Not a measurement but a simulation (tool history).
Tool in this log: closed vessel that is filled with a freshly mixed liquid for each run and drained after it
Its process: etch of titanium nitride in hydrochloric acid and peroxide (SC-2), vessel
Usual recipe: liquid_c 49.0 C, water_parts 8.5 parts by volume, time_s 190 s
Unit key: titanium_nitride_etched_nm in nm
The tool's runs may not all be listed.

run    hour  liquid_c  water_parts  time_s  wafers since the last listed run  hours since the thermometer was replaced  hours since the chemicals flow meter was replaced  hours since the drum of peroxide was connected  hours since the gauge calibration  read-back film thickness of the titanium nitride reference wafer, read on the same gauge (nm)  titanium_nitride_etched_nm
  1     0.0      49.0          8.5     190                                 0                                     518.5                                              451.3                                           818.0                             1274.5                                                                                         133.48                        9.19
       35.2  -- chemicals flow meter replaced
       57.4  -- new drum of peroxide connected
  2   228.6      49.0          8.5     190                             15168                                     747.1                                              193.4                                           171.2                             1503.1                                                                                         134.03                        9.22
  3   277.4      49.0          8.5     125                              3266                                     795.9                                              242.2                                           220.0                             1551.9                                                                                         134.16                        6.08
      446.4  -- gauge calibrated
      522.0  -- chemicals flow meter replaced
  4   561.4      49.0          8.5     125                             18943                                    1079.9                                               39.4                                           504.0                              115.0                                                                                         130.65                        5.92
  5   646.3      52.0         10.0     190                              5683                                    1164.8                                              124.3                                           588.9                              199.9                                                                                         130.85                        9.62
  6   733.6      52.0         10.0     190                              5843                                    1252.1                                              211.6                                           676.2                              287.2                                                                                         131.03                        9.57
  7   781.2      44.0          8.5     100                              3186                                    1299.7                                              259.2                                           723.8                              334.8                                                                                         131.19                        3.38
  8   867.2      44.0          8.5     100                              5756                                    1385.7                                              345.2                                           809.8                              420.8                                                                                         131.37                        3.38
      906.1  -- chemicals flow meter replaced
  9   926.1      44.0          8.5     100                              3875                                    1444.6                                               20.0                                           868.7                              479.7                                                                                         131.51                        3.40
      937.6  -- thermometer replaced
      946.0  -- new drum of peroxide connected
 10   967.3      43.0         11.0     240                              2624                                      29.7                                               61.2                                            21.3                              520.9                                                                                         131.62                        6.13
 11  1003.9      49.0          8.5     190                              2449                                      66.3                                               97.8                                            57.9                              557.5                                                                                         131.72                        9.02
 12  1052.1      54.5          5.5     115                              3226                                     114.5                                              146.0                                           106.1                              605.7                                                                                         131.82                       11.02
 13  1108.0      49.0          8.5     285                              3741                                     170.4                                              201.9                                           162.0                              661.6                                                                                         131.98                       13.63
 14  1212.3      52.0          5.5     135                              6981                                     274.7                                              306.2                                           266.3                              765.9                                                                                         132.25                       11.05
 15  1277.2      49.0          5.5     300                              4344                                     339.6                                              371.1                                           331.2                              830.8                                                                                         132.36                       20.12
     1308.8  -- chemicals flow meter replaced
 16  1340.4      41.0          6.5     270                              4163                                     402.8                                               31.6                                           394.4                              894.0                                                                                         132.55                        9.27

Run 17 has not been measured yet. What should we expect?
 17  1390.4      43.5         10.0     115                              3346                                     452.8                                               81.6                                           444.4                              944.0                                                                                              ?                           ?

Logged for run 17: read-back film thickness of the titanium nitride reference wafer, read on the same gauge (nm) 132.66, titanium_nitride_etched_nm 3.33 nm.
With the hidden condition absent and the run-to-run variation left alone, this run would have shown titanium_nitride_etched_nm 3.26 nm.
